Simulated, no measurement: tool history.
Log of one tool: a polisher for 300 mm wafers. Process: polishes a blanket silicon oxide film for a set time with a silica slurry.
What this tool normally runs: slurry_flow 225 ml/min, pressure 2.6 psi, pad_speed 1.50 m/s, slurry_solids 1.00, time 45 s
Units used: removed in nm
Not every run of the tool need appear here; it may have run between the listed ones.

run,hour,slurry_flow,pressure,pad_speed,slurry_solids,time,"incoming thickness of the incoming film, nm",removed
1,0.0,225,2.6,1.50,1.00,45,933.0,95.8
# hour 17.8: conditioning disc replaced and pad reconditioned
2,33.6,225,2.6,1.50,1.00,45,915.3,94.7
3,66.1,225,2.6,1.50,1.00,45,916.9,95.6
# hour 73.8: worn pad replaced by a new one
4,88.5,225,2.6,1.50,1.00,45,937.5,96.2
5,107.2,225,2.6,1.50,1.00,45,904.2,96.2
6,138.6,225,2.6,1.50,1.00,45,924.9,94.3
7,169.7,225,2.6,1.50,0.80,39,925.3,72.6
# hour 183.2: worn pad replaced by a new one
8,201.2,225,2.6,1.50,0.80,39,918.9,73.7
# hour 202.8: slurry nozzle cleaned
# hour 207.7: head pressure recalibrated
# hour 213.3: slurry blender recalibrated
9,214.6,225,2.6,1.50,0.80,39,917.3,84.0
10,244.8,225,2.6,1.34,1.00,45,911.5,100.9
11,274.4,225,2.6,1.34,1.00,45,924.0,98.5
# hour 276.6: conditioning disc replaced and pad reconditioned
# hour 296.0: worn pad replaced by a new one
12,303.8,225,2.6,1.50,1.00,45,918.5,104.4
13,324.8,225,2.6,1.50,1.00,45,917.9,104.4
14,350.3,225,2.9,1.50,1.15,45,911.2,120.1
15,378.6,165,2.1,1.88,1.00,31,934.0,66.0
16,403.4,225,3.3,1.50,0.90,45,919.6,117.5
# hour 408.6: worn pad replaced by a new one
17,435.0,225,2.6,1.50,1.00,45,927.9,99.9
18,465.6,225,2.6,1.50,1.00,60,940.5,132.5
19,483.5,225,2.6,1.50,1.00,45,922.3,98.5
20,505.5,190,2.6,1.50,1.20,45,907.5,105.1
21,525.8,165,2.6,1.72,1.20,58,911.4,143.7
# hour 534.4: worn pad replaced by a new one
# hour 556.2: conditioning disc replaced and pad reconditioned
22,561.8,270,3.1,1.14,1.00,60,902.7,127.9
23,579.6,295,2.6,1.50,1.00,45,911.2,100.5

Below, some changes in removed between adjacent runs. For each, the amount present without the hidden state too (settings, incoming material, random variation) and the amount remaining for the hidden state with gauge scatter not shared by both compared results:
Hidden state at play: removal rate lost through wear of the pad, %; slurry flow missing at the pad, %; deviation of the head's pressure from its setpoint, %; abrasive missing from the slurry, %; time polished since the conditioner stopped cutting, s.
Run 8 -> 9: slurry nozzle cleaned, head pressure recalibrated, slurry blender recalibrated. removed +10.3 nm: hidden state +11.0, all else -0.7.
Run 14 -> 15: slurry_flow 225 -> 165, pressure 2.9 -> 2.1, pad_speed 1.50 -> 1.88, slurry_solids 1.15 -> 1.00, time 45 -> 31. removed -54.1 nm: hidden state +2.1, all else -56.2.
Run 15 -> 16: slurry_flow 165 -> 225, pressure 2.1 -> 3.3, pad_speed 1.88 -> 1.50, slurry_solids 1.00 -> 0.90, time 31 -> 45. removed +51.5 nm: hidden state -4.2, all else +55.7.
Run 20 -> 21: slurry_flow 190 -> 165, pad_speed 1.50 -> 1.72, time 45 -> 58. removed +38.6 nm: hidden state -4.3, all else +42.9.
